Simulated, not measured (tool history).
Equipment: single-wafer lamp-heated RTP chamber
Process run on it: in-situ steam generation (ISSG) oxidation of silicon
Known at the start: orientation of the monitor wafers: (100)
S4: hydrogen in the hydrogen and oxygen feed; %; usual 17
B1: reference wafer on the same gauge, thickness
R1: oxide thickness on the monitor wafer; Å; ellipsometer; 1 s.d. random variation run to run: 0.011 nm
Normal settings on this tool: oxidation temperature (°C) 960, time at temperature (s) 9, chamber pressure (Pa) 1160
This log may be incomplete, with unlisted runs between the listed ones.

{"run": 1, "day": 0.0, "oxidation temperature (°C)": 960, "time at temperature (s)": 9, "chamber pressure (Pa)": 1160, "S4": 17, "B1": 2.718, "R1": 33.93}
{"run": 2, "day": 2.621, "oxidation temperature (°C)": 960, "time at temperature (s)": 9, "chamber pressure (Pa)": 1160, "S4": 17, "B1": 2.721, "R1": 33.81}
{"day": 4.679, "done": "gauge calibrated"}
{"run": 3, "day": 5.867, "oxidation temperature (°C)": 960, "time at temperature (s)": 9, "chamber pressure (Pa)": 1160, "S4": 17, "B1": 2.721, "R1": 33.93}
{"run": 4, "day": 9.979, "oxidation temperature (°C)": 960, "time at temperature (s)": 9, "chamber pressure (Pa)": 1160, "S4": 17, "B1": 2.718, "R1": 33.96}
{"run": 5, "day": 13.362, "oxidation temperature (°C)": 960, "time at temperature (s)": 9, "chamber pressure (Pa)": 1160, "S4": 17, "B1": 2.719, "R1": 34.11}
{"run": 6, "day": 16.779, "oxidation temperature (°C)": 960, "time at temperature (s)": 9, "chamber pressure (Pa)": 1160, "S4": 17, "B1": 2.716, "R1": 34.25}
{"day": 17.454, "done": "pyrometer window cleaned and pyrometer calibrated"}
{"run": 7, "day": 19.983, "oxidation temperature (°C)": 960, "time at temperature (s)": 9, "chamber pressure (Pa)": 1160, "S4": 17, "B1": 2.723, "R1": 33.45}
{"run": 8, "day": 21.654, "oxidation temperature (°C)": 960, "time at temperature (s)": 9, "chamber pressure (Pa)": 1160, "S4": 11, "B1": 2.721, "R1": 30.29}
{"run": 9, "day": 23.712, "oxidation temperature (°C)": 960, "time at temperature (s)": 9, "chamber pressure (Pa)": 1160, "S4": 11, "B1": 2.721, "R1": 30.49}
{"run": 10, "day": 27.812, "oxidation temperature (°C)": 960, "time at temperature (s)": 7, "chamber pressure (Pa)": 1160, "S4": 17, "B1": 2.722, "R1": 30.76}
{"day": 30.95, "done": "hydrogen flow controller replaced"}
{"run": 11, "day": 32.271, "oxidation temperature (°C)": 960, "time at temperature (s)": 9, "chamber pressure (Pa)": 1160, "S4": 17, "B1": 2.722, "R1": 33.82}
{"run": 12, "day": 35.858, "oxidation temperature (°C)": 960, "time at temperature (s)": 9, "chamber pressure (Pa)": 1160, "S4": 17, "B1": 2.722, "R1": 34.05}
{"run": 13, "day": 39.1, "oxidation temperature (°C)": 960, "time at temperature (s)": 9, "chamber pressure (Pa)": 1160, "S4": 17, "B1": 2.719, "R1": 34.05}
{"run": 14, "day": 42.417, "oxidation temperature (°C)": 960, "time at temperature (s)": 9, "chamber pressure (Pa)": 1160, "S4": 17, "B1": 2.72, "R1": 34.08}
{"day": 44.421, "done": "pyrometer window cleaned and pyrometer calibrated"}
{"run": 15, "day": 45.829, "oxidation temperature (°C)": 960, "time at temperature (s)": 9, "chamber pressure (Pa)": 1333, "S4": 12, "B1": 2.721, "R1": 30.44}
{"day": 46.762, "done": "pressure gauge zeroed"}
{"run": 16, "day": 48.667, "oxidation temperature (°C)": 960, "time at temperature (s)": 6, "chamber pressure (Pa)": 1253, "S4": 17, "B1": 2.72, "R1": 28.69}
{"run": 17, "day": 52.992, "oxidation temperature (°C)": 943, "time at temperature (s)": 9, "chamber pressure (Pa)": 1160, "S4": 17, "B1": 2.724, "R1": 32.58}
{"run": 18, "day": 65.0, "oxidation temperature (°C)": 966, "time at temperature (s)": 8, "chamber pressure (Pa)": 1053, "S4": 11, "B1": 2.721, "R1": 29.8}
{"day": 67.179, "done": "pyrometer window cleaned and pyrometer calibrated"}
{"run": 19, "day": 68.667, "oxidation temperature (°C)": 967, "time at temperature (s)": 12, "chamber pressure (Pa)": 1160, "S4": 17, "B1": 2.723, "R1": 38.22}
{"run": 20, "day": 70.942, "oxidation temperature (°C)": 953, "time at temperature (s)": 9, "chamber pressure (Pa)": 987, "S4": 17, "B1": 2.721, "R1": 33.1}
{"day": 74.1, "done": "gauge calibrated"}
{"run": 21, "day": 75.204, "oxidation temperature (°C)": 960, "time at temperature (s)": 9, "chamber pressure (Pa)": 1160, "S4": 19, "B1": 2.724, "R1": 34.8}
{"run": 22, "day": 76.942, "oxidation temperature (°C)": 960, "time at temperature (s)": 8, "chamber pressure (Pa)": 1160, "S4": 17, "B1": 2.721, "R1": 32.34}
{"run": 23, "day": 79.183, "oxidation temperature (°C)": 968, "time at temperature (s)": 9, "chamber pressure (Pa)": 1160, "S4": 17, "B1": 2.72, "R1": 34.58}
{"run": 24, "day": 80.996, "oxidation temperature (°C)": 951, "time at temperature (s)": 7, "chamber pressure (Pa)": 1053, "S4": 17, "B1": 2.719, "R1": 30.35}
{"run": 25, "day": 84.817, "oxidation temperature (°C)": 960, "time at temperature (s)": 9, "chamber pressure (Pa)": 1160, "S4": 17, "B1": 2.723, "R1": 34.09}
{"run": 26, "day": 86.683, "oxidation temperature (°C)": 960, "time at temperature (s)": 9, "chamber pressure (Pa)": 1080, "S4": 21, "B1": 2.721, "R1": 36.06}
{"run": 27, "day": 90.858, "oxidation temperature (°C)": 960, "time at temperature (s)": 9, "chamber pressure (Pa)": 1107, "S4": 27, "B1": 2.72, "R1": 38.34}
{"day": 92.921, "done": "pyrometer window cleaned and pyrometer calibrated"}
{"run": 28, "day": 94.875, "oxidation temperature (°C)": 960, "time at temperature (s)": 12, "chamber pressure (Pa)": 1160, "S4": 13, "B1": 2.718, "R1": 35.19}
{"run": 29, "day": 96.808, "oxidation temperature (°C)": 960, "time at temperature (s)": 9, "chamber pressure (Pa)": 1333, "S4": 12, "B1": 2.721, "R1": 30.83}
{"run": 30, "day": 100.833, "oxidation temperature (°C)": 960, "time at temperature (s)": 9, "chamber pressure (Pa)": 1000, "S4": 17, "B1": 2.722, "R1": 34.05}
{"run": 31, "day": 104.533, "oxidation temperature (°C)": 960, "time at temperature (s)": 9, "chamber pressure (Pa)": 1160, "S4": 17, "B1": 2.722, "R1": 34.09}

A few steps of R1 between consecutive runs. Split each: what settings, incoming material and random variation would produce without the hidden state, and what is left over for the hidden state, along with gauge scatter present in only one of the two compared results (measured, and without hidden state):
Hidden state present: true wafer temperature minus pyrometer reading, K; true pressure minus gauge reading, Torr; deviation of the hydrogen flow from its setpoint, %; gauge reads high (%).
Run 6 -> 7: pyrometer window cleaned and pyrometer calibrated. R1 -0.8 Å: hidden state -0.66, all else -0.14.
Run 14 -> 15: chamber pressure (Pa) 1160 -> 1333, S4 17 -> 12, pyrometer window cleaned and pyrometer calibrated. R1 -3.64 Å: hidden state -0.63, all else -3.01.
Run 18 -> 19: oxidation temperature (°C) 966 -> 967, time at temperature (s) 8 -> 12, chamber pressure (Pa) 1053 -> 1160, S4 11 -> 17, pyrometer window cleaned and pyrometer calibrated. R1 +8.42 Å: hidden state -0.54, all else +8.96.
Run 19 -> 20: oxidation temperature (°C) 967 -> 953, time at temperature (s) 12 -> 9, chamber pressure (Pa) 1160 -> 987. R1 -5.12 Å: hidden state +0.09, all else -5.21.
Run 28 -> 29: time at temperature (s) 12 -> 9, chamber pressure (Pa) 1160 -> 1333, S4 13 -> 12. R1 -4.36 Å: hidden state +0.03, all else -4.39.
